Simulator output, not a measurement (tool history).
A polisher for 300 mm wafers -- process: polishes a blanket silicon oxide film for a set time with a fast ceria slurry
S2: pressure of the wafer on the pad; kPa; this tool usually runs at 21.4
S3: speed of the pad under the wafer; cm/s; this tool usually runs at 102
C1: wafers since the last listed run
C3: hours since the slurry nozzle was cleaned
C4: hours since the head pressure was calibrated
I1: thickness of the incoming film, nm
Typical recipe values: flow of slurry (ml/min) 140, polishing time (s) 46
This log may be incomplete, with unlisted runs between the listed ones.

{"run": 1, "hour": 0.0, "flow of slurry (ml/min)": 140, "S2": 21.4, "S3": 78, "polishing time (s)": 46, "C1": 0, "wafers polished on this pad": 549, "C3": 637.4, "C4": 407.7, "I1": 2244.9, "film removed (angstrom)": 5680}
{"run": 2, "hour": 19.2, "flow of slurry (ml/min)": 140, "S2": 21.4, "S3": 102, "polishing time (s)": 37, "C1": 203, "wafers polished on this pad": 752, "C3": 656.6, "C4": 426.9, "I1": 2271.1, "film removed (angstrom)": 5997}
{"run": 3, "hour": 36.6, "flow of slurry (ml/min)": 140, "S2": 21.4, "S3": 102, "polishing time (s)": 37, "C1": 184, "wafers polished on this pad": 937, "C3": 674.0, "C4": 444.3, "I1": 2237.4, "film removed (angstrom)": 5959}
{"run": 4, "hour": 50.6, "flow of slurry (ml/min)": 140, "S2": 21.4, "S3": 102, "polishing time (s)": 37, "C1": 148, "wafers polished on this pad": 1085, "C3": 688.0, "C4": 458.3, "I1": 2260.6, "film removed (angstrom)": 5870}
{"hour": 61.5, "done": "worn pad replaced by a new one"}
{"run": 5, "hour": 66.0, "flow of slurry (ml/min)": 140, "S2": 21.4, "S3": 102, "polishing time (s)": 46, "C1": 120, "wafers polished on this pad": 47, "C3": 703.4, "C4": 473.7, "I1": 2234.2, "film removed (angstrom)": 7376}
{"run": 6, "hour": 86.0, "flow of slurry (ml/min)": 140, "S2": 21.4, "S3": 102, "polishing time (s)": 46, "C1": 211, "wafers polished on this pad": 259, "C3": 723.4, "C4": 493.7, "I1": 2241.7, "film removed (angstrom)": 7256}
{"run": 7, "hour": 99.7, "flow of slurry (ml/min)": 140, "S2": 21.4, "S3": 102, "polishing time (s)": 46, "C1": 145, "wafers polished on this pad": 404, "C3": 737.1, "C4": 507.4, "I1": 2261.8, "film removed (angstrom)": 7246}
{"run": 8, "hour": 111.9, "flow of slurry (ml/min)": 140, "S2": 24.8, "S3": 128, "polishing time (s)": 46, "C1": 129, "wafers polished on this pad": 533, "C3": 749.3, "C4": 519.6, "I1": 2255.4, "film removed (angstrom)": 10513}
{"run": 9, "hour": 122.8, "flow of slurry (ml/min)": 140, "S2": 24.8, "S3": 128, "polishing time (s)": 46, "C1": 115, "wafers polished on this pad": 649, "C3": 760.2, "C4": 530.5, "I1": 2226.0, "film removed (angstrom)": 10594}
{"run": 10, "hour": 131.6, "flow of slurry (ml/min)": 140, "S2": 24.8, "S3": 128, "polishing time (s)": 46, "C1": 93, "wafers polished on this pad": 742, "C3": 769.0, "C4": 539.3, "I1": 2249.3, "film removed (angstrom)": 10654}
{"run": 11, "hour": 144.5, "flow of slurry (ml/min)": 140, "S2": 21.4, "S3": 102, "polishing time (s)": 46, "C1": 136, "wafers polished on this pad": 879, "C3": 781.9, "C4": 552.2, "I1": 2269.2, "film removed (angstrom)": 7228}
{"hour": 153.6, "done": "head pressure recalibrated"}
{"hour": 165.3, "done": "worn pad replaced by a new one"}
{"run": 12, "hour": 165.8, "flow of slurry (ml/min)": 165, "S2": 21.4, "S3": 102, "polishing time (s)": 46, "C1": 162, "wafers polished on this pad": 5, "C3": 803.2, "C4": 12.2, "I1": 2231.8, "film removed (angstrom)": 7810}
{"run": 13, "hour": 168.1, "flow of slurry (ml/min)": 165, "S2": 21.4, "S3": 102, "polishing time (s)": 46, "C1": 24, "wafers polished on this pad": 29, "C3": 805.5, "C4": 14.5, "I1": 2234.9, "film removed (angstrom)": 7774}
{"run": 14, "hour": 178.4, "flow of slurry (ml/min)": 140, "S2": 21.4, "S3": 102, "polishing time (s)": 46, "C1": 109, "wafers polished on this pad": 138, "C3": 815.8, "C4": 24.8, "I1": 2228.6, "film removed (angstrom)": 7459}
{"run": 15, "hour": 192.6, "flow of slurry (ml/min)": 140, "S2": 21.4, "S3": 102, "polishing time (s)": 46, "C1": 150, "wafers polished on this pad": 289, "C3": 830.0, "C4": 39.0, "I1": 2247.5, "film removed (angstrom)": 7630}
{"run": 16, "hour": 207.4, "flow of slurry (ml/min)": 140, "S2": 21.4, "S3": 102, "polishing time (s)": 46, "C1": 156, "wafers polished on this pad": 445, "C3": 844.8, "C4": 53.8, "I1": 2261.2, "film removed (angstrom)": 7582}
{"run": 17, "hour": 220.6, "flow of slurry (ml/min)": 160, "S2": 21.4, "S3": 102, "polishing time (s)": 46, "C1": 139, "wafers polished on this pad": 585, "C3": 858.0, "C4": 67.0, "I1": 2245.4, "film removed (angstrom)": 7721}
{"run": 18, "hour": 235.9, "flow of slurry (ml/min)": 185, "S2": 21.4, "S3": 102, "polishing time (s)": 40, "C1": 162, "wafers polished on this pad": 748, "C3": 873.3, "C4": 82.3, "I1": 2204.0, "film removed (angstrom)": 6895}
{"run": 19, "hour": 245.6, "flow of slurry (ml/min)": 140, "S2": 24.1, "S3": 102, "polishing time (s)": 46, "C1": 102, "wafers polished on this pad": 850, "C3": 883.0, "C4": 92.0, "I1": 2239.3, "film removed (angstrom)": 8514}
{"run": 20, "hour": 253.3, "flow of slurry (ml/min)": 140, "S2": 18.6, "S3": 68, "polishing time (s)": 60, "C1": 81, "wafers polished on this pad": 932, "C3": 890.7, "C4": 99.7, "I1": 2242.6, "film removed (angstrom)": 5676}
{"hour": 258.9, "done": "worn pad replaced by a new one"}
{"run": 21, "hour": 259.9, "flow of slurry (ml/min)": 140, "S2": 21.4, "S3": 102, "polishing time (s)": 46, "C1": 27, "wafers polished on this pad": 10, "C3": 897.3, "C4": 106.3, "I1": 2251.3, "film removed (angstrom)": 7466}
{"hour": 268.7, "done": "slurry nozzle cleaned"}
{"run": 22, "hour": 272.8, "flow of slurry (ml/min)": 140, "S2": 19.3, "S3": 112, "polishing time (s)": 46, "C1": 126, "wafers polished on this pad": 136, "C3": 4.1, "C4": 119.2, "I1": 2223.5, "film removed (angstrom)": 7515}
{"run": 23, "hour": 284.4, "flow of slurry (ml/min)": 140, "S2": 21.4, "S3": 102, "polishing time (s)": 38, "C1": 122, "wafers polished on this pad": 259, "C3": 15.7, "C4": 130.8, "I1": 2231.1, "film removed (angstrom)": 6248}
{"run": 24, "hour": 336.3, "flow of slurry (ml/min)": 140, "S2": 19.3, "S3": 102, "polishing time (s)": 46, "C1": 550, "wafers polished on this pad": 809, "C3": 67.6, "C4": 182.7, "I1": 2260.4, "film removed (angstrom)": 6769}
{"run": 25, "hour": 345.6, "flow of slurry (ml/min)": 140, "S2": 21.4, "S3": 102, "polishing time (s)": 46, "C1": 98, "wafers polished on this pad": 908, "C3": 76.9, "C4": 192.0, "I1": 2287.3, "film removed (angstrom)": 7478}
{"run": 26, "hour": 359.6, "flow of slurry (ml/min)": 140, "S2": 26.2, "S3": 102, "polishing time (s)": 46, "C1": 148, "wafers polished on this pad": 1056, "C3": 90.9, "C4": 206.0, "I1": 2253.4, "film removed (angstrom)": 9224}
{"hour": 364.3, "done": "worn pad replaced by a new one"}
{"run": 27, "hour": 367.6, "flow of slurry (ml/min)": 110, "S2": 21.4, "S3": 86, "polishing time (s)": 55, "C1": 42, "wafers polished on this pad": 34, "C3": 98.9, "C4": 214.0, "I1": 2247.8, "film removed (angstrom)": 7109}
{"run": 28, "hour": 376.9, "flow of slurry (ml/min)": 155, "S2": 21.4, "S3": 102, "polishing time (s)": 46, "C1": 98, "wafers polished on this pad": 133, "C3": 108.2, "C4": 223.3, "I1": 2226.0, "film removed (angstrom)": 7652}
{"run": 29, "hour": 384.5, "flow of slurry (ml/min)": 160, "S2": 14.5, "S3": 120, "polishing time (s)": 60, "C1": 80, "wafers polished on this pad": 213, "C3": 115.8, "C4": 230.9, "I1": 2277.7, "film removed (angstrom)": 7973}
{"run": 30, "hour": 397.5, "flow of slurry (ml/min)": 140, "S2": 21.4, "S3": 102, "polishing time (s)": 46, "C1": 137, "wafers polished on this pad": 351, "C3": 128.8, "C4": 243.9, "I1": 2203.3, "film removed (angstrom)": 7418}
{"run": 31, "hour": 419.0, "flow of slurry (ml/min)": 140, "S2": 21.4, "S3": 102, "polishing time (s)": 46, "C1": 227, "wafers polished on this pad": 579, "C3": 150.3, "C4": 265.4, "I1": 2257.8, "film removed (angstrom)": 7509}
{"run": 32, "hour": 427.2, "flow of slurry (ml/min)": 140, "S2": 15.2, "S3": 124, "polishing time (s)": 46, "C1": 86, "wafers polished on this pad": 666, "C3": 158.5, "C4": 273.6, "I1": 2232.3, "film removed (angstrom)": 6457}
{"run": 33, "hour": 439.5, "flow of slurry (ml/min)": 140, "S2": 21.4, "S3": 102, "polishing time (s)": 46, "C1": 130, "wafers polished on this pad": 796, "C3": 170.8, "C4": 285.9, "I1": 2260.7, "film removed (angstrom)": 7535}
{"run": 34, "hour": 454.9, "flow of slurry (ml/min)": 140, "S2": 29.0, "S3": 102, "polishing time (s)": 46, "C1": 163, "wafers polished on this pad": 960, "C3": 186.2, "C4": 301.3, "I1": 2260.1, "film removed (angstrom)": 10099}
{"run": 35, "hour": 465.0, "flow of slurry (ml/min)": 95, "S2": 21.4, "S3": 86, "polishing time (s)": 37, "C1": 107, "wafers polished on this pad": 1067, "C3": 196.3, "C4": 311.4, "I1": 2251.7, "film removed (angstrom)": 4584}
{"run": 36, "hour": 479.3, "flow of slurry (ml/min)": 175, "S2": 21.4, "S3": 102, "polishing time (s)": 54, "C1": 151, "wafers polished on this pad": 1218, "C3": 210.6, "C4": 325.7, "I1": 2274.9, "film removed (angstrom)": 9013}

Entry by entry between the runs, the difference in hidden state between the last listed run before and the first listed run after:
After run 4, before run 5: worn pad replaced by a new one (hour 61.5)
  deviation of the head's pressure from its setpoint, %: -3.66 -> -3.93
  the result without the hidden state subtracted from the measured one, film removed (angstrom): -223 -> -302
After run 11, before run 12: head pressure recalibrated (hour 153.6); worn pad replaced by a new one (hour 165.3)
  deviation of the head's pressure from its setpoint, %: -5.45 -> -0.726
  the result without the hidden state subtracted from the measured one, film removed (angstrom): -417 -> -57
After run 20, before run 21: worn pad replaced by a new one (hour 258.9)
  deviation of the head's pressure from its setpoint, %: -0.91 -> -0.936
  the result without the hidden state subtracted from the measured one, film removed (angstrom): -52 -> -70
After run 21, before run 22: slurry nozzle cleaned (hour 268.7)
  deviation of the head's pressure from its setpoint, %: -0.936 -> -0.99
  the result without the hidden state subtracted from the measured one, film removed (angstrom): -70 -> -75
After run 26, before run 27: worn pad replaced by a new one (hour 364.3)
  deviation of the head's pressure from its setpoint, %: -1.52 -> -1.58
  the result without the hidden state subtracted from the measured one, film removed (angstrom): -142 -> -115

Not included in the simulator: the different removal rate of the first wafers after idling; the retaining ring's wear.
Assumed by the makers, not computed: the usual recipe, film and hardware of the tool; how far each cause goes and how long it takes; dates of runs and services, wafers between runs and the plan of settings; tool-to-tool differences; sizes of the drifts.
